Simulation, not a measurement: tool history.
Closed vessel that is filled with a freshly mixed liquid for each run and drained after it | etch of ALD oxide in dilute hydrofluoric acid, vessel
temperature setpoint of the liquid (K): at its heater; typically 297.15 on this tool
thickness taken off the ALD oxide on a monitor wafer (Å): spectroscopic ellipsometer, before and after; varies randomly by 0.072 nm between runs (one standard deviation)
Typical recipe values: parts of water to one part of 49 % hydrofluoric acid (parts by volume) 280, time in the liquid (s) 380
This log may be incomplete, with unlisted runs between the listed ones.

run,day,temperature setpoint of the liquid (K),parts of water to one part of 49 % hydrofluoric acid (parts by volume),time in the liquid (s),"read-back film thickness of the ALD oxide reference wafer, read on the same gauge (nm)",thickness taken off the ALD oxide on a monitor wafer (Å)
1,0,297.15,280,380,100.01,125.9
2,0.633,297.15,280,380,99.98,127.3
3,1.192,297.15,280,380,100.02,126.9
4,1.8,297.15,280,380,99.98,126.6
# day 2.308: thermometer replaced
5,2.329,297.15,280,290,100.02,90.3
# day 2.438: gauge calibrated
6,3.304,297.15,280,290,100.02,89.5
# day 3.371: hydrofluoric acid flow meter replaced
7,4.446,297.15,280,290,99.99,91
8,4.817,297.15,280,380,99.98,118.6
9,5.154,299.65,420,380,100,75.5
10,5.638,297.15,330,380,100.02,97.3
11,5.967,297.15,205,565,100.02,265.7
12,6.412,294.15,145,380,100.01,239.2
13,6.679,294.15,280,475,99.99,136.6
14,7.154,301.15,340,575,100,161.6

Predict each of these 4 candidate next runs independently; none follows another, all start after run 14:
A,7.188,297.15,280,380,?,?
B,7.188,299.65,280,515,?,?
C,7.188,300.65,280,230,?,?
D,7.188,294.15,180,510,?,?

run,"read-back film thickness of the ALD oxide reference wafer, read on the same gauge (nm)",thickness taken off the ALD oxide on a monitor wafer (Å)
A,99.97,121
B,99.97,178.7
C,99.97,82.5
D,99.97,251
Take away the tool's hidden state, keep each run's random variation, and the runs would have read:
run,thickness taken off the ALD oxide on a monitor wafer (Å)
A,117.3
B,173.4
C,80.1
D,242.5
